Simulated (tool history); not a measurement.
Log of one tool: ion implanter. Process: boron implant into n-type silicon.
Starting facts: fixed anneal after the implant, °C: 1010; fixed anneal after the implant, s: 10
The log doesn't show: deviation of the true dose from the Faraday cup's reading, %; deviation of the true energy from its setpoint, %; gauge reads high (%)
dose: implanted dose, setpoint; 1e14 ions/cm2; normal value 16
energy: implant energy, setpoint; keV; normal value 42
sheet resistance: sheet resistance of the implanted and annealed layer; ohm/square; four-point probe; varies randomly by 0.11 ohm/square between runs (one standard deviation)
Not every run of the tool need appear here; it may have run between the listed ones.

| run | hour | dose | energy | wafers since the last listed run | hours since the last dose calibration | hours since the extraction supply was calibrated | hours since the gauge calibration | read-back reference wafer on the same gauge, sheet resistance | sheet resistance |
|---|---|---|---|---|---|---|---|---|---|
| 1 | 0 | 16 | 42 | 0 | 1426.1 | 3182.2 | 37.7 | 84.48 | 73.46 |
| 2 | 11.7 | 16 | 42 | 350 | 1437.8 | 3193.9 | 49.4 | 84.51 | 73.55 |
| 3 | 23.2 | 16 | 53 | 344 | 1449.3 | 3205.4 | 60.9 | 84.48 | 72.46 |
| 4 | 34 | 16 | 53 | 323 | 1460.1 | 3216.2 | 71.7 | 84.5 | 72.37 |
| 5 | 41.6 | 16 | 42 | 227 | 1467.7 | 3223.8 | 79.3 | 84.48 | 73.63 |
| 6 | 59.3 | 16 | 42 | 530 | 1485.4 | 3241.5 | 97 | 84.49 | 73.33 |
| 7 | 69.9 | 16 | 42 | 317 | 1496 | 3252.1 | 107.6 | 84.48 | 73.64 |
| 8 | 76.7 | 16 | 42 | 203 | 1502.8 | 3258.9 | 114.4 | 84.48 | 73.77 |
| 9 | 94.7 | 16 | 42 | 539 | 1520.8 | 3276.9 | 132.4 | 84.49 | 73.63 |
| 10 | 106.1 | 16 | 42 | 341 | 1532.2 | 3288.3 | 143.8 | 84.5 | 73.63 |
| 11 | 117.3 | 19.52 | 42 | 335 | 1543.4 | 3299.5 | 155 | 84.5 | 63.39 |
| 12 | 127.7 | 19.52 | 42 | 311 | 1553.8 | 3309.9 | 165.4 | 84.5 | 63.39 |
| 13 | 143.4 | 16 | 52.5 | 470 | 1569.5 | 3325.6 | 181.1 | 84.51 | 72.83 |
|  | 157.4 | extraction supply calibrated |
| 14 | 161.2 | 16 | 52.5 | 293 | 1587.3 | 3.8 | 198.9 | 84.48 | 72.9 |
| 15 | 169.7 | 19.52 | 42 | 254 | 1595.8 | 12.3 | 207.4 | 84.51 | 63.51 |
| 16 | 177.9 | 17.86 | 52.5 | 245 | 1604 | 20.5 | 215.6 | 84.49 | 66.7 |
| 17 | 186.1 | 11.55 | 54.5 | 245 | 1612.2 | 28.7 | 223.8 | 84.49 | 94.73 |
|  | 193.9 | gauge calibrated |
| 18 | 194.7 | 19.52 | 42 | 257 | 1620.8 | 37.3 | 0.8 | 84.49 | 63.21 |
| 19 | 208.2 | 16 | 47.5 | 404 | 1634.3 | 50.8 | 14.3 | 84.49 | 73.33 |
|  | 226.5 | Faraday cup replaced and dose calibrated |
| 20 | 227 | 16 | 42 | 323 | 0.5 | 69.6 | 33.1 | 84.49 | 71.07 |
| 21 | 236.3 | 13.35 | 48.5 | 278 | 9.8 | 78.9 | 42.4 | 84.51 | 81.45 |
| 22 | 249.8 | 18.72 | 51.5 | 404 | 23.3 | 92.4 | 55.9 | 84.52 | 62.1 |
| 23 | 266.9 | 18.22 | 51.5 | 512 | 40.4 | 109.5 | 73 | 84.51 | 63.39 |
| 24 | 276.8 | 16 | 42 | 296 | 50.3 | 119.4 | 82.9 | 84.5 | 71.09 |
| 25 | 290.2 | 12.33 | 46 | 401 | 63.7 | 132.8 | 96.3 | 84.51 | 86.94 |
| 26 | 300.5 | 17.63 | 35 | 308 | 74 | 143.1 | 106.6 | 84.51 | 67.33 |
| 27 | 308.7 | 16 | 42 | 245 | 82.2 | 151.3 | 114.8 | 84.49 | 71.2 |
| 28 | 317.9 | 18.08 | 54.5 | 275 | 91.4 | 160.5 | 124 | 84.51 | 63.61 |

Run 29 has not been measured yet. What should we expect?
| 29 | 325.3 | 18.72 | 51.5 | 221 | 98.8 | 167.9 | 131.4 | ? | ? |

Run 29 yielded read-back reference wafer on the same gauge, sheet resistance 84.48, sheet resistance 62 ohm/square.
With no hidden state in the tool, this same run would have given sheet resistance 61.85 ohm/square.
